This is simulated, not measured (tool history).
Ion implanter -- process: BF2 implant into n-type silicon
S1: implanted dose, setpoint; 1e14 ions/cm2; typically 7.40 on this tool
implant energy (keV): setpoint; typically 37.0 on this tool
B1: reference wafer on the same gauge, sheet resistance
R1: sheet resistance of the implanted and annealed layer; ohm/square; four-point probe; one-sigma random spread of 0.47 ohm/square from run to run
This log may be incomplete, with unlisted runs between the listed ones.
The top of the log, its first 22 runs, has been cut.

Run 23, hour 583.5: usual settings but S1 9.21 1e14 ions/cm2, implant energy (keV) 50.0; B1 157.80. Result: R1 139.33 ohm/square.
Run 24, hour 607.8: usual settings but S1 8.93 1e14 ions/cm2; B1 157.92. Result: R1 150.11 ohm/square.
Run 25, hour 639.1: usual settings but S1 6.46 1e14 ions/cm2, implant energy (keV) 32.0; B1 157.87. Result: R1 195.75 ohm/square.
Run 26, hour 659.8: usual settings; B1 157.99. Result: R1 171.43 ohm/square.
Run 27, hour 694.0: usual settings but S1 9.58 1e14 ions/cm2, implant energy (keV) 41.0; B1 157.94. Result: R1 140.17 ohm/square.
Run 28, hour 760.8: usual settings but S1 6.35 1e14 ions/cm2, implant energy (keV) 28.5; B1 158.09. Result: R1 201.52 ohm/square.
Run 29, hour 794.4: usual settings but S1 9.31 1e14 ions/cm2, implant energy (keV) 48.0; B1 157.90. Result: R1 138.01 ohm/square.
Run 30, hour 813.2: usual settings; B1 157.96. Result: R1 171.69 ohm/square.
Run 31, hour 839.9: usual settings; B1 158.05. Result: R1 171.88 ohm/square.
Run 32, hour 871.5: usual settings; B1 157.85. Result: R1 171.63 ohm/square.

Predict each of these 4 candidate next runs independently; none follows another, all start after run 32:
Run A, hour 871.9: usual settings; B1 ?. Result: R1 ?.
Run B, hour 871.9: usual settings but S1 6.62 1e14 ions/cm2, implant energy (keV) 33.0; B1 ?. Result: R1 ?.
Run C, hour 871.9: usual settings but S1 8.24 1e14 ions/cm2, implant energy (keV) 26.5; B1 ?. Result: R1 ?.
Run D, hour 871.9: usual settings but S1 9.15 1e14 ions/cm2, implant energy (keV) 44.0; B1 ?. Result: R1 ?.

run      B1      R1
  A  157.96  171.14
  B  157.96  190.07
  C  157.96  168.61
  D  157.96  141.43
Without the tool's unlogged condition, the same runs would have read:
run      R1
  A  171.33
  B  190.28
  C  168.76
  D  141.57

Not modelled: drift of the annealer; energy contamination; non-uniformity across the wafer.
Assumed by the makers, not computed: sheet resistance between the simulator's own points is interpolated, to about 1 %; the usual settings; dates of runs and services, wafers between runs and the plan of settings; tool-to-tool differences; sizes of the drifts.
